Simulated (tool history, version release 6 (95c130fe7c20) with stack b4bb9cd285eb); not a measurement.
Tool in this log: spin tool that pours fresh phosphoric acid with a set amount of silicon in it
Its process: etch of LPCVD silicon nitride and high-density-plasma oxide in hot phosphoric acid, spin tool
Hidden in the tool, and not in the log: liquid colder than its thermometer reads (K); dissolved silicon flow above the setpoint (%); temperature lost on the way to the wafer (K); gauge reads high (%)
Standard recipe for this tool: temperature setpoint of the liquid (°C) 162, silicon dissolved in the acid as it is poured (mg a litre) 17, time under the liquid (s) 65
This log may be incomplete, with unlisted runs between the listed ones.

run	hour	temperature setpoint of the liquid (°C)	silicon dissolved in the acid as it is poured (mg a litre)	time under the liquid (s)	wafers since the last listed run	hours since the thermometer was replaced	hours since the dissolved silicon flow meter was replaced	hours since the heated supply line was repaired	hours since the gauge calibration	read-back film thickness of the LPCVD silicon nitride reference wafer, read on the same gauge (nm)	thickness taken off the LPCVD silicon nitride on a monitor wafer (nm)
1	0	160	9.5	65	0	1229.7	2126.3	405	295.5	69.99	5.8
2	150.2	162	17	65	2065	1379.9	2276.5	555.2	445.7	69.99	6.2
# hour 198.8: thermometer replaced
3	206.8	160.5	17	65	764	8	2333.1	611.8	502.3	70.01	5.92
4	239.4	163	10.5	65	448	40.6	2365.7	644.4	534.9	69.96	6.41
5	287	162	17	65	654	88.2	2413.3	692	582.5	70.01	6.15
6	329.8	159.5	12	45	588	131	2456.1	734.8	625.3	69.97	3.93
# hour 368.9: dissolved silicon flow meter replaced
7	386.7	159.5	17	100	768	187.9	17.8	791.7	682.2	70.01	8.81
# hour 388.3: heated supply line repaired
8	420.4	160.5	13	65	449	221.6	51.5	32.1	715.9	69.97	5.9
9	476.5	162	17	40	771	277.7	107.6	88.2	772	70.02	3.86
10	502.5	162	12.5	80	357	303.7	133.6	114.2	798	69.99	7.63
11	529.6	162	17	65	372	330.8	160.7	141.3	825.1	70.01	6.2
12	568.4	162	17	105	533	369.6	199.5	180.1	863.9	70.03	10.03

Run 13 is up next; what results do you expect?
13	633.9	163	10.5	30	900	435.1	265	245.6	929.4	?	?

Run 13 gave read-back film thickness of the LPCVD silicon nitride reference wafer, read on the same gauge (nm) 70, thickness taken off the LPCVD silicon nitride on a monitor wafer (nm) 2.94.
Were there no unlogged condition in the tool, this run, its random variation unchanged, would have produced thickness taken off the LPCVD silicon nitride on a monitor wafer (nm) 2.94.
